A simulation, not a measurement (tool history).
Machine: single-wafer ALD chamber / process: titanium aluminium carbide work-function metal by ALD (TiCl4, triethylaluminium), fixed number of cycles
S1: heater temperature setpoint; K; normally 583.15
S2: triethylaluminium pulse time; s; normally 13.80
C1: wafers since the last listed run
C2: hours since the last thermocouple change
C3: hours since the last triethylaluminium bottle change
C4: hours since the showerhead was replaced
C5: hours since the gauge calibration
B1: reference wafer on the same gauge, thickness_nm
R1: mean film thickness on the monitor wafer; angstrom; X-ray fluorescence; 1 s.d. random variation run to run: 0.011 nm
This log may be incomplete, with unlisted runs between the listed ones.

run 1 day=0.000 | S1=583.15 S2=10.07 | C1=0 C2=2028.8 C3=233.3 C4=4420.5 C5=121.7 | B1=2.092 | R1=19.58
run 2 day=2.679 | S1=583.15 S2=10.07 | C1=1024 C2=2093.1 C3=297.6 C4=4484.8 C5=186.0 | B1=2.088 | R1=19.71
run 3 day=4.292 | S1=591.15 S2=12.30 | C1=616 C2=2131.8 C3=336.3 C4=4523.5 C5=224.7 | B1=2.082 | R1=20.76
run 4 day=6.588 | S1=583.15 S2=13.80 | C1=877 C2=2186.9 C3=391.4 C4=4578.6 C5=279.8 | B1=2.079 | R1=20.16
run 5 day=8.554 | S1=583.15 S2=13.80 | C1=751 C2=2234.1 C3=438.6 C4=4625.8 C5=327.0 | B1=2.072 | R1=20.13
run 6 day=11.517 | S1=583.15 S2=13.80 | C1=1132 C2=2305.2 C3=509.7 C4=4696.9 C5=398.1 | B1=2.067 | R1=20.05
-- day=12.196 triethylaluminium bottle replaced
-- day=15.271 gauge calibrated
run 7 day=19.454 | S1=591.15 S2=17.47 | C1=2906 C2=2495.7 C3=174.2 C4=4887.4 C5=100.4 | B1=2.083 | R1=21.19
-- day=21.308 thermocouple changed; heater temperature recalibrated
-- day=21.492 showerhead replaced
run 8 day=21.512 | S1=591.15 S2=17.47 | C1=588 C2=4.9 C3=223.6 C4=0.5 C5=149.8 | B1=2.084 | R1=21.13
run 9 day=23.683 | S1=583.15 S2=8.70 | C1=829 C2=57.0 C3=275.7 C4=52.6 C5=201.9 | B1=2.080 | R1=19.00
run 10 day=26.050 | S1=571.15 S2=16.27 | C1=904 C2=113.8 C3=332.5 C4=109.4 C5=258.7 | B1=2.075 | R1=19.58

Run 11 has not been measured yet. What should we expect?
run 11 day=27.104 | S1=583.15 S2=13.80 | C1=402 C2=139.1 C3=357.8 C4=134.7 C5=284.0 | B1=? | R1=?

B1: 2.075
R1: 20.29 angstrom
If the tool had no hidden condition, the same run with the same run-to-run variation would have returned R1 20.47 angstrom.
